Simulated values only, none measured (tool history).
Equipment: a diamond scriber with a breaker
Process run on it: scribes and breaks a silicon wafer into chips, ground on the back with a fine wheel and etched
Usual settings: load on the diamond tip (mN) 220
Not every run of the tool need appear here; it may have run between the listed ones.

run    hour  load on the diamond tip (mN)  wafers since the last listed run  hours since the diamond tip was replaced  hours since the load on the tip was calibrated  incoming depth of the damage left on the back of the incoming wafer, um  depth of the median crack under the scribed line (nm)  chips rejected at inspection after the break (%)
  1       0                           220                                 0                                     106.5                                          1790.8                                                                     0.59                                                   7030                                               0.5
  2    19.7                           247                                42                                     126.2                                          1810.5                                                                     0.55                                                   7730                                              1.07
  3    47.1                           247                                59                                     153.6                                          1837.9                                                                     0.76                                                   7790                                              1.03
  4    63.9                           247                                36                                     170.4                                          1854.7                                                                     0.42                                                   7640                                                 1
  5    96.2                           220                                70                                     202.7                                            1887                                                                     0.61                                                   6930                                              0.51
  6   126.2                           220                                65                                     232.7                                            1917                                                                     0.43                                                   6900                                              0.51
  7   140.5                           220                                31                                       247                                          1931.3                                                                     0.65                                                   6890                                              0.52
  8   170.4                           220                                65                                     276.9                                          1961.2                                                                      0.8                                                   6940                                              0.65
  9   192.8                           193                                48                                     299.3                                          1983.6                                                                     0.56                                                   6080                                              2.74
 10   212.5                           193                                42                                       319                                          2003.3                                                                     0.74                                                   6070                                               2.6
 11   237.3                           193                                54                                     343.8                                          2028.1                                                                     0.52                                                   6020                                              2.42
 12   259.8                           220                                49                                     366.3                                          2050.6                                                                     0.74                                                   6800                                               0.6
 13   353.9                           220                               205                                     460.4                                          2144.7                                                                     0.45                                                   6880                                              0.63
 14   372.4                           220                                40                                     478.9                                          2163.2                                                                     0.45                                                   6840                                              0.73
 15   402.3                           220                                65                                     508.8                                          2193.1                                                                     0.49                                                   6690                                              0.72
      420.1  -- load on the tip recalibrated
 16   431.3                           220                                58                                     537.8                                            11.2                                                                     0.52                                                   6760                                              0.73
      436.2  -- diamond tip replaced by a new one
 17   461.9                           220                                62                                      25.7                                            41.8                                                                     0.61                                                   7130                                              0.47
 18   497.9                           220                                78                                      61.7                                            77.8                                                                     0.74                                                   7010                                              0.53
 19   519.8                           220                                47                                      83.6                                            99.7                                                                     0.78                                                   7050                                              0.52
 20   539.5                           220                                42                                     103.3                                           119.4                                                                      0.5                                                   7110                                              0.48
 21   560.7                           198                                46                                     124.5                                           140.6                                                                     0.56                                                   6410                                              1.52
 22   575.3                           243                                31                                     139.1                                           155.2                                                                     0.62                                                   7660                                              0.91
 23   609.8                           279                                75                                     173.6                                           189.7                                                                     0.71                                                   8470                                              3.25
 24   627.3                           201                                38                                     191.1                                           207.2                                                                     0.72                                                   6470                                              1.28
 25     655                           247                                60                                     218.8                                           234.9                                                                     0.46                                                   7770                                              0.97
 26   686.9                           238                                69                                     250.7                                           266.8                                                                     0.55                                                   7380                                              0.67
 27   703.8                           176                                36                                     267.6                                           283.7                                                                     0.41                                                   5800                                              4.69
 28   724.4                           259                                44                                     288.2                                           304.3                                                                      0.7                                                   8000                                              1.44
 29   755.9                           274                                68                                     319.7                                           335.8                                                                     0.31                                                   8340                                              2.76
 30   786.3                           181                                66                                     350.1                                           366.2                                                                     0.62                                                   5810                                              3.74
 31   815.4                           220                                63                                     379.2                                           395.3                                                                     0.73                                                   6830                                              0.63
 32   836.6                           220                                46                                     400.4                                           416.5                                                                     0.59                                                   6850                                              0.59
 33   850.9                           200                                31                                     414.7                                           430.8                                                                     0.71                                                   6220                                              1.74
 34   878.3                           220                                59                                     442.1                                           458.2                                                                     0.57                                                   6850                                              0.63
 35     909                           220                                67                                     472.8                                           488.9                                                                     0.52                                                   6800                                               0.7
      934.2  -- diamond tip replaced by a new one
 36   940.3                           220                                63                                       6.1                                           520.2                                                                     0.44                                                   7080                                              0.43
 37   962.8                           272                                49                                      28.6                                           542.7                                                                     0.74                                                   8580                                              2.98
 38   989.2                           276                                57                                        55                                           569.1                                                                     0.78                                                   8530                                                 4
 39  1024.4                           263                                76                                      90.2                                           604.3                                                                     0.43                                                   8210                                              2.31
 40  1045.7                           220                                46                                     111.5                                           625.6                                                                     0.33                                                   7040                                              0.41
 41  1077.5                           239                                69                                     143.3                                           657.4                                                                     0.73                                                   7580                                              0.74

Run-by-run hidden state of the tool:
deviation of the load on the tip from its setpoint, %: 0 at every run
H1: share of the diamond tip's cutting effectiveness lost through wear, %
run     H1
  1   2.68
  2   2.94
  3    3.3
  4   3.53
  5   3.96
  6   4.36
  7   4.55
  8   4.95
  9   5.25
 10   5.51
 11   5.84
 12   6.14
 13    7.4
 14   7.64
 15   8.04
 16   8.43
 17  0.394
 18  0.875
 19   1.17
 20   1.43
 21   1.71
 22   1.91
 23   2.37
 24    2.6
 25   2.97
 26    3.4
 27   3.62
 28    3.9
 29   4.32
 30   4.72
 31   5.11
 32   5.39
 33   5.58
 34   5.95
 35   6.36
 36  0.309
 37  0.609
 38  0.961
 39   1.43
 40   1.71
 41   2.14
